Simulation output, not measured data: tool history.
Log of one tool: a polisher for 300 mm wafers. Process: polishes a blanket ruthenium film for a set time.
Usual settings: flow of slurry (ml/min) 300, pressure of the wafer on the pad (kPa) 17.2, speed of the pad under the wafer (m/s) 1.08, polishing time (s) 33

run   hour  flow of slurry (ml/min)  pressure of the wafer on the pad (kPa)  speed of the pad under the wafer (m/s)  polishing time (s)  wafers since the last listed run  wafers polished on this pad  hours since the slurry nozzle was cleaned  hours since the head pressure was calibrated  incoming thickness of the incoming film, nm  film removed (angstrom)
  1    0.0                      300                                    17.2                                    1.08                  33                                 0                          287                                      140.3                                         970.0                                        325.5                      403
  2   32.9                      300                                    17.2                                    1.08                  33                               301                          588                                      173.2                                        1002.9                                        325.4                      406
  3   58.2                      300                                    17.2                                    1.08                  33                               231                          820                                      198.5                                        1028.2                                        324.8                      405
  4   77.6                      300                                    17.2                                    1.08                  33                               177                          998                                      217.9                                        1047.6                                        333.7                      401
  5   90.2                      300                                    13.1                                    1.08                  33                               115                         1113                                      230.5                                        1060.2                                        328.6                      307
      98.3  -- slurry nozzle cleaned
  6  110.1                      360                                    17.2                                    0.90                  33                               173                         1286                                       11.8                                        1080.1                                        330.9                      376
     134.3  -- worn pad replaced by a new one
  7  142.7                      300                                    17.2                                    1.08                  33                               261                           76                                       44.4                                        1112.7                                        325.5                      410
  8  173.7                      300                                    17.2                                    1.08                  33                               283                          360                                       75.4                                        1143.7                                        329.7                      412
  9  189.9                      300                                    17.2                                    1.08                  33                               148                          508                                       91.6                                        1159.9                                        330.8                      406
 10  205.2                      300                                    17.2                                    0.86                  33                               140                          648                                      106.9                                        1175.2                                        331.9                      353
 11  218.8                      300                                    17.2                                    0.86                  33                               124                          773                                      120.5                                        1188.8                                        336.8                      348
 12  249.7                      300                                    17.2                                    0.86                  33                               283                         1056                                      151.4                                        1219.7                                        325.2                      348
     269.3  -- worn pad replaced by a new one
 13  270.3                      300                                    17.2                                    1.08                  33                               152                            9                                      172.0                                        1240.3                                        333.7                      408
 14  292.1                      300                                    17.2                                    1.08                  33                               199                          208                                      193.8                                        1262.1                                        322.9                      406
     310.7  -- slurry nozzle cleaned
 15  316.4                      300                                    17.2                                    1.08                  33                               213                          422                                        5.7                                        1286.4                                        326.9                      420
     336.1  -- head pressure recalibrated
 16  344.7                      300                                    17.2                                    1.08                  33                               240                          662                                       34.0                                           8.6                                        329.6                      418
 17  367.6                      240                                    20.7                                    1.20                  39                               209                          872                                       56.9                                          31.5                                        332.3                      620
 18  396.8                      300                                    17.2                                    1.28                  23                               267                         1140                                       86.1                                          60.7                                        330.3                      323
 19  419.8                      255                                    17.2                                    1.36                  33                               210                         1350                                      109.1                                          83.7                                        326.7                      468
 20  434.6                      205                                    17.2                                    0.80                  33                               135                         1486                                      123.9                                          98.5                                        329.5                      319
     444.0  -- worn pad replaced by a new one
 21  467.1                      300                                    17.2                                    1.08                  33                               261                          212                                      156.4                                         131.0                                        328.9                      406
 22  488.6                      300                                    17.2                                    1.08                  33                               196                          408                                      177.9                                         152.5                                        334.7                      406
 23  519.7                      300                                    21.4                                    0.90                  33                               284                          693                                      209.0                                         183.6                                        326.7                      448
     530.3  -- slurry nozzle cleaned
 24  549.7                      260                                    13.1                                    1.08                  39                               265                          959                                       19.4                                         213.6                                        329.9                      371
 25  561.9                      300                                    17.2                                    1.08                  33                               111                         1071                                       31.6                                         225.8                                        323.9                      415

Forecast run 26:
 26  583.3                      300                                    17.2                                    0.90                  33                               195                         1267                                       53.0                                         247.2                                        330.3                        ?

Run 26 gave film removed (angstrom) 368.
Without the tool's hidden state the same run would have given film removed (angstrom) 374.
